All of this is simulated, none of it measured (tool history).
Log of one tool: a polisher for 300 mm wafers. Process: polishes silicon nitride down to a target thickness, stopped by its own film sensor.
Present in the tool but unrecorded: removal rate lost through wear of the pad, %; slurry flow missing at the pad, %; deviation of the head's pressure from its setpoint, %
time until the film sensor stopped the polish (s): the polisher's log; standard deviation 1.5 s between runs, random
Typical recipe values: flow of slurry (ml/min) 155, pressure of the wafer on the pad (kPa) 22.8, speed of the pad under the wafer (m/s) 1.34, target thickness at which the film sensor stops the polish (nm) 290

run,hour,flow of slurry (ml/min),pressure of the wafer on the pad (kPa),speed of the pad under the wafer (m/s),target thickness at which the film sensor stops the polish (nm),wafers since the last listed run,wafers polished on this pad,hours since the slurry nozzle was cleaned,hours since the head pressure was calibrated,"incoming thickness of the incoming film, nm",time until the film sensor stopped the polish (s)
1,0,155,22.8,1.34,290,0,168,41,619.2,509.8,120.8
2,58.2,155,22.8,1.34,290,432,600,99.2,677.4,504.8,118.9
3,84.1,155,22.8,1.34,290,192,793,125.1,703.3,506.7,122.8
4,205.5,155,22.8,1.34,251,902,1695,246.5,824.7,514.8,152.1
5,233.1,155,22.8,1.34,251,205,1900,274.1,852.3,505.2,148.3
6,274.8,155,22.8,1.34,290,309,2210,315.8,894,502,128.2
# hour 298.1: worn pad replaced by a new one
7,304.4,155,22.8,1.34,290,190,46,345.4,923.6,509.4,133.5
# hour 306: slurry nozzle cleaned
8,337.5,155,22.8,1.34,290,238,285,31.5,956.7,518.4,126.9
9,393.7,135,22.8,1.34,290,417,702,87.7,1012.9,506.5,126
10,451.7,135,22.8,1.34,290,430,1133,145.7,1070.9,510.3,126.9
11,490.3,135,22.8,1.34,290,286,1420,184.3,1109.5,509.5,129.3
12,553.5,155,22.8,1.34,290,469,1890,247.5,1172.7,510.1,127.2
# hour 582.7: slurry nozzle cleaned
13,604.7,155,27.6,1.34,290,373,2263,22,1223.9,511.8,101.5
# hour 625.6: worn pad replaced by a new one
14,664.9,155,27.6,1.34,290,417,292,82.2,1284.1,520.3,105.5
15,691.7,155,27.6,1.34,290,199,491,109,1310.9,507.3,102.8
16,731.4,155,22.8,1.06,290,294,786,148.7,1350.6,501.5,146.9
17,761.7,155,22.8,1.06,290,225,1011,179,1380.9,511.4,153.9
18,788.9,155,22.8,1.34,290,202,1213,206.2,1408.1,518.2,131.9
# hour 831: head pressure recalibrated
# hour 849.7: slurry nozzle cleaned
19,850.6,200,18.6,1.34,290,436,1649,0.9,19.6,508.1,138.9
20,880.3,155,22.8,1.34,347,220,1870,30.6,49.3,506.4,87.6
21,922.4,155,24.8,1.34,232,312,2183,72.7,91.4,514.3,142.4
# hour 937.6: worn pad replaced by a new one
22,950.8,155,22.8,1.34,290,181,98,101.1,119.8,511.9,123
23,978.5,155,28.3,1.34,290,205,304,128.8,147.5,517.9,103
24,1011.9,135,15.9,1.62,334,248,552,162.2,180.9,511.2,127.6
25,1048.8,155,22.8,1.6,290,274,826,199.1,217.8,506.2,107
26,1083.8,155,22.8,1.34,290,260,1086,234.1,252.8,510.3,125.3
27,1128,155,22.8,1.34,290,328,1415,278.3,297,513.9,131.9
28,1171.1,155,24.8,1.34,232,320,1735,321.4,340.1,508.7,150.4
# hour 1202: slurry nozzle cleaned
29,1210.1,140,18.6,1.66,258,282,2017,8.1,379.1,519.4,150.6
# hour 1229.9: worn pad replaced by a new one
30,1269.5,180,22.8,1.34,290,411,294,67.5,438.5,512.4,121.2
31,1338.5,200,15.9,1.34,290,512,806,136.5,507.5,506.2,168.5
32,1410.4,180,19.3,1,258,534,1341,208.4,579.4,507.7,205.3
33,1474.4,180,25.5,1.64,216,475,1816,272.4,643.4,511.7,129.5
# hour 1504.1: worn pad replaced by a new one
34,1504.5,155,22.8,1.34,290,193,2,302.5,673.5,500,125
# hour 1533: slurry nozzle cleaned
35,1549.3,115,22.8,1.62,246,325,328,16.3,718.3,513.4,131.9

For some of the steps in time until the film sensor stopped the polish (s) from one run to the next: how much would appear even if the tool had no hidden state, given the settings, what came in and random variation, and how much remains for the hidden state plus any gauge scatter that the measured result and the result without hidden state don't share?
Run 7 -> 8: slurry nozzle cleaned. time until the film sensor stopped the polish (s) -6.6: hidden state -12.1, all else +5.5.
Run 19 -> 20: flow of slurry (ml/min) 200 -> 155, pressure of the wafer on the pad (kPa) 18.6 -> 22.8, target thickness at which the film sensor stops the polish (nm) 290 -> 347. time until the film sensor stopped the polish (s) -51.3: hidden state +0.4, all else -51.7.
Run 20 -> 21: pressure of the wafer on the pad (kPa) 22.8 -> 24.8, target thickness at which the film sensor stops the polish (nm) 347 -> 232. time until the film sensor stopped the polish (s) +54.8: hidden state +1.5, all else +53.3.
Run 28 -> 29: flow of slurry (ml/min) 155 -> 140, pressure of the wafer on the pad (kPa) 24.8 -> 18.6, speed of the pad under the wafer (m/s) 1.34 -> 1.66, target thickness at which the film sensor stops the polish (nm) 232 -> 258, slurry nozzle cleaned. time until the film sensor stopped the polish (s) +0.2: hidden state -10.9, all else +11.1.
Run 32 -> 33: pressure of the wafer on the pad (kPa) 19.3 -> 25.5, speed of the pad under the wafer (m/s) 1 -> 1.64, target thickness at which the film sensor stops the polish (nm) 258 -> 216. time until the film sensor stopped the polish (s) -75.8: hidden state -1.4, all else -74.4.
Run 34 -> 35: flow of slurry (ml/min) 155 -> 115, speed of the pad under the wafer (m/s) 1.34 -> 1.62, target thickness at which the film sensor stops the polish (nm) 290 -> 246, slurry nozzle cleaned. time until the film sensor stopped the polish (s) +6.9: hidden state -9.4, all else +16.3.
